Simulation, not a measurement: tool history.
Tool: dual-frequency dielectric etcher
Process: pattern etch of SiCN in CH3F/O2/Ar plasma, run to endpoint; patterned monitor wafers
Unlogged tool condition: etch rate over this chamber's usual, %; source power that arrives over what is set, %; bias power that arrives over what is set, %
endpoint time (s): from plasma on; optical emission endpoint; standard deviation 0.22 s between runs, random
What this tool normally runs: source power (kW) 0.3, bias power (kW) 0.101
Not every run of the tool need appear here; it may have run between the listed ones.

run,hour,source power (kW),bias power (kW),wafers since the last listed run,hours since the last wet clean,hours since the last source power generator calibration,hours since the last bias power generator calibration,hours since the last upper electrode change,"incoming incoming film thickness, nm",endpoint time (s)
1,0,0.3,0.101,0,78.2,3664.4,4349.3,3860.3,11.88,29.8
2,67.6,0.3,0.101,1323,145.8,3732,4416.9,3927.9,11.88,29.6
3,111,0.3,0.101,849,189.2,3775.4,4460.3,3971.3,11.83,29.1
4,157.7,0.3,0.101,914,235.9,3822.1,4507,4018,12.05,30.4
5,198.4,0.3,0.101,796,276.6,3862.8,4547.7,4058.7,11.92,29
6,258.4,0.3,0.101,1174,336.6,3922.8,4607.7,4118.7,11.89,29.3
7,296.3,0.3,0.101,741,374.5,3960.7,4645.6,4156.6,11.86,29.2
8,349.1,0.3,0.101,1033,427.3,4013.5,4698.4,4209.4,11.91,29
9,391.4,0.3,0.101,828,469.6,4055.8,4740.7,4251.7,11.99,29.3
# hour 462.5: wet clean of the chamber
10,463,0.3,0.101,931,0.5,4127.4,4812.3,4323.3,11.94,30
# hour 474.4: bias power generator calibrated
11,624.8,0.3,0.101,3089,162.3,4289.2,150.4,4485.1,11.91,29.8
12,683.8,0.3,0.101,1155,221.3,4348.2,209.4,4544.1,11.88,29.1
13,749.7,0.3,0.101,1290,287.2,4414.1,275.3,4610,12.05,29.7
14,815.1,0.3,0.101,1280,352.6,4479.5,340.7,4675.4,11.86,29.2
15,843.5,0.3,0.101,556,381,4507.9,369.1,4703.8,12.01,29.2
# hour 864.4: source power generator calibrated
16,881,0.37,0.077,655,418.5,16.6,406.6,4741.3,11.85,30.1
17,950.6,0.37,0.117,1362,488.1,86.2,476.2,4810.9,11.96,23.6
# hour 1001.9: wet clean of the chamber
# hour 1002.1: upper electrode replaced
18,1002.4,0.33,0.124,541,0.5,138,528,0.3,11.91,25.3
19,1048.6,0.33,0.108,904,46.7,184.2,574.2,46.5,12.02,27.3
20,1100.8,0.23,0.095,1021,98.9,236.4,626.4,98.7,11.95,36.8
21,1128.3,0.27,0.115,538,126.4,263.9,653.9,126.2,11.86,28.9
22,1170,0.3,0.089,816,168.1,305.6,695.6,167.9,11.87,31.9
23,1230.3,0.33,0.093,1180,228.4,365.9,755.9,228.2,11.97,29.5
24,1257.7,0.28,0.119,536,255.8,393.3,783.3,255.6,11.95,27.9
25,1308.8,0.26,0.117,1000,306.9,444.4,834.4,306.7,11.96,29.3

Alternative continuations, all from the tool just after run 25; predict every row:
A,1309.2,0.3,0.101,7,307.3,444.8,834.8,307.1,11.97,?
B,1309.2,0.38,0.121,7,307.3,444.8,834.8,307.1,11.97,?
C,1309.2,0.36,0.076,7,307.3,444.8,834.8,307.1,11.97,?
D,1309.2,0.25,0.086,7,307.3,444.8,834.8,307.1,11.97,?
E,1309.2,0.32,0.101,7,307.3,444.8,834.8,307.1,11.97,?

run,endpoint time (s)
A,29.2
B,23
C,31.6
D,36.2
E,28.1
Take away the tool's hidden state, keep each run's random variation, and the runs would have read:
run,endpoint time (s)
A,30.1
B,23.8
C,32.6
D,37.4
E,29
